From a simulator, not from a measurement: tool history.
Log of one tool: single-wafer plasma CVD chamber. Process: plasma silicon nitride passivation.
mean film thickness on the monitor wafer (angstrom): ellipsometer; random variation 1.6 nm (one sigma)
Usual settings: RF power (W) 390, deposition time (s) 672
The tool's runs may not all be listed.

run	hour	RF power (W)	deposition time (s)	wafers since the last listed run	hours since the last RF generator calibration	hours since the showerhead was replaced	hours since the gauge calibration	read-back reference wafer on the same gauge, thickness_nm	mean film thickness on the monitor wafer (angstrom)
1	0	390	738	0	2483.3	3844.5	227.4	1130.358	10040.95
2	46.9	390	738	122	2530.2	3891.4	274.3	1129.783	10037.34
3	69.8	390	738	60	2553.1	3914.3	297.2	1130.592	10020.41
4	105.2	390	672	92	2588.5	3949.7	332.6	1129.929	9129.08
5	136.9	390	672	83	2620.2	3981.4	364.3	1129.412	9112.06
6	153.3	390	672	42	2636.6	3997.8	380.7	1129.649	9141.28
7	213.9	390	672	158	2697.2	4058.4	441.3	1130.188	9137.21
8	247.7	390	672	88	2731	4092.2	475.1	1130.184	9132.65
# hour 262.7: showerhead replaced
9	268.2	335	580	32	2751.5	5.5	495.6	1130.395	7268.06
# hour 296.4: RF generator calibrated
10	296.9	390	672	54	0.5	34.2	524.3	1130.172	9530.83
# hour 324.9: gauge calibrated
11	329.3	315	728	84	32.9	66.6	4.4	1129.811	9147.4
12	349.5	410	765	52	53.1	86.8	24.6	1129.311	11097.13
13	363.8	420	598	37	67.4	101.1	38.9	1130.1	8755.71
14	396.6	345	752	85	100.2	133.9	71.7	1129.227	9960.66
15	428.4	435	793	83	132	165.7	103.5	1129.552	11784.94
16	440.9	465	766	32	144.5	178.2	116	1129.38	11779.52
17	465.9	390	672	65	169.5	203.2	141	1129.292	9470.11

3 ways to go on from here, each from the tool as it stands after run 17. What would each give?
A	466.5	390	672	1	170.1	203.8	141.6	?	?
B	466.5	390	558	1	170.1	203.8	141.6	?	?
C	466.5	315	568	1	170.1	203.8	141.6	?	?

run	read-back reference wafer on the same gauge, thickness_nm	mean film thickness on the monitor wafer (angstrom)
A	1130.653	9460.53
B	1130.653	7855.62
C	1130.653	7100.91
Without the tool's hidden state the same runs would have given:
run	mean film thickness on the monitor wafer (angstrom)
A	9587.22
B	7960.82
C	7196
